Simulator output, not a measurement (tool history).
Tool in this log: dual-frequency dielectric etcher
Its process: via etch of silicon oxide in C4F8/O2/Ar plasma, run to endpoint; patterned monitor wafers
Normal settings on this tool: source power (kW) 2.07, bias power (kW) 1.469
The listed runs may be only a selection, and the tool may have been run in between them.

run	hour	source power (kW)	bias power (kW)	incoming incoming film thickness, nm	endpoint time (s)
1	0	1.79	1.469	1274.2	302
2	32.5	1.79	1.469	1270.7	299.8
3	57.1	1.83	1.469	1250.7	293.5
4	75.3	1.83	1.469	1268	296
5	105.6	2.27	1.23	1261	282.6
6	121.2	2.27	1.23	1259.5	282.6
7	137.1	2.27	1.23	1278.3	286.4
8	157.3	2.07	1.469	1275.3	285
9	190	2.07	1.469	1260	282
10	217.7	2.07	1.469	1274	284.7
11	236.1	2.07	1.469	1273.8	284
12	251.1	2.07	1.469	1279.4	285.2
13	277	2.07	1.469	1263.9	283
14	302.3	2.07	1.469	1263.4	283.4
15	318.3	2.07	1.469	1266	284.5
# hour 369.1: source power generator calibrated
# hour 374.5: wet clean of the chamber
16	375	1.94	1.374	1257.3	292.2
17	376.5	2.27	1.207	1264.5	283.9
18	408.4	2.07	1.648	1276.9	275.4
19	429.1	2.07	1.469	1264.4	280.6
# hour 486.6: upper electrode replaced, of another model than before
20	487.1	2.07	1.469	1265.5	281.4
21	489.3	2.43	1.667	1262	263.3
22	518.8	2.07	1.469	1262.6	282
# hour 543.9: bias power generator calibrated
23	547.4	1.75	1.138	1262.8	305.4
24	564.6	2.07	1.62	1274.1	279.2
25	582.4	2.38	1.288	1265.1	279.7
26	605.2	2.07	1.469	1265.2	283.7
27	626.5	2.07	1.469	1274.4	286.6
28	659.2	1.88	1.288	1261.2	294.1
29	679.2	1.56	1.756	1269.3	293.6
30	700.5	2.07	1.469	1268.5	286.2

A few steps of endpoint time (s) between consecutive runs. Split each: what settings, incoming material and random variation would produce without the hidden state, and what is left over for the hidden state, along with gauge scatter present in only one of the two compared results (measured, and without hidden state):
The hidden state here: etch rate over this chamber's usual, %; source power that arrives over what is set, %; bias power that arrives over what is set, %.
Run 15 -> 16: source power (kW) 2.07 -> 1.94, bias power (kW) 1.469 -> 1.374, source power generator calibrated, wet clean of the chamber. endpoint time (s) +7.7: hidden state -3.3, all else +11.
Run 19 -> 20: upper electrode replaced, of another model than before. endpoint time (s) +0.8: hidden state +0.5, all else +0.3.
Run 21 -> 22: source power (kW) 2.43 -> 2.07, bias power (kW) 1.667 -> 1.469. endpoint time (s) +18.7: hidden state +0.6, all else +18.1.
Run 22 -> 23: source power (kW) 2.07 -> 1.75, bias power (kW) 1.469 -> 1.138, bias power generator calibrated. endpoint time (s) +23.4: hidden state +0.5, all else +22.9.
Run 23 -> 24: source power (kW) 1.75 -> 2.07, bias power (kW) 1.138 -> 1.62. endpoint time (s) -26.2: hidden state -0.2, all else -26.
